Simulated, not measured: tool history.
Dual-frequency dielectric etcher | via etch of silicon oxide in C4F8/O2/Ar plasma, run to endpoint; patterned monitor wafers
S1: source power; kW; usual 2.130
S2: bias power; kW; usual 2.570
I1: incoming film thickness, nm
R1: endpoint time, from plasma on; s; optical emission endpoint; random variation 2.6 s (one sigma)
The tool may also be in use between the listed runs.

Run 1, hour 0.0: usual settings but S2 2.060 kW; I1 1658.1. Result: R1 345.3 s.
Run 2, hour 26.2: usual settings; I1 1666.1. Result: R1 325.7 s.
Run 3, hour 48.5: usual settings; I1 1672.6. Result: R1 327.1 s.
Run 4, hour 62.9: usual settings; I1 1671.9. Result: R1 330.7 s.
Run 5, hour 78.2: usual settings; I1 1652.8. Result: R1 320.8 s.
Run 6, hour 94.6: usual settings; I1 1689.4. Result: R1 327.9 s.
Run 7, hour 118.9: usual settings but S1 2.430 kW; I1 1664.2. Result: R1 315.2 s.
Run 8, hour 137.5: usual settings but S1 2.430 kW; I1 1667.2. Result: R1 319.6 s.
Run 9, hour 159.4: usual settings but S2 2.789 kW; I1 1677.7. Result: R1 321.2 s.
Run 10, hour 190.6: usual settings but S2 2.228 kW; I1 1660.5. Result: R1 343.3 s.
At hour 219.4: wet clean of the chamber.
Run 11, hour 219.9: usual settings but S1 1.690 kW, S2 2.335 kW; I1 1665.4. Result: R1 359.2 s.
At hour 260.4: source power generator calibrated.
Run 12, hour 260.9: usual settings; I1 1657.2. Result: R1 323.5 s.
Run 13, hour 283.6: usual settings but S2 2.036 kW; I1 1692.7. Result: R1 354.5 s.
At hour 288.7: bias power generator calibrated.
At hour 316.3: upper electrode replaced.
Run 14, hour 316.8: usual settings but S2 2.316 kW; I1 1680.7. Result: R1 337.6 s.
Run 15, hour 326.6: usual settings; I1 1661.1. Result: R1 323.5 s.
Run 16, hour 350.7: usual settings but S1 2.450 kW, S2 3.098 kW; I1 1682.1. Result: R1 302.9 s.
Run 17, hour 362.8: usual settings but S1 1.980 kW, S2 3.195 kW; I1 1672.9. Result: R1 314.0 s.
Run 18, hour 386.8: usual settings but S1 1.900 kW, S2 2.787 kW; I1 1665.7. Result: R1 329.1 s.
Run 19, hour 412.8: usual settings; I1 1672.2. Result: R1 327.3 s.
Run 20, hour 433.4: usual settings but S1 1.990 kW, S2 2.850 kW; I1 1692.5. Result: R1 331.1 s.
Run 21, hour 466.1: usual settings but S2 2.079 kW; I1 1664.3. Result: R1 348.6 s.

Forecast each of these 5 alternatives for the next run:
Run A, hour 466.6: usual settings; I1 1663.4. Result: R1 ?.
Run B, hour 466.6: usual settings but S1 2.550 kW, S2 2.059 kW; I1 1663.4. Result: R1 ?.
Run C, hour 466.6: usual settings but S1 1.980 kW, S2 3.144 kW; I1 1663.4. Result: R1 ?.
Run D, hour 466.6: usual settings but S1 2.390 kW, S2 2.767 kW; I1 1663.4. Result: R1 ?.
Run E, hour 466.6: usual settings but S2 2.203 kW; I1 1663.4. Result: R1 ?.

run     R1
  A  329.8
  B  331.2
  C  318.9
  D  313.8
  E  342.5
Without the tool's hidden state the same runs would have given:
run     R1
  A  329.8
  B  331.2
  C  318.9
  D  313.8
  E  342.5
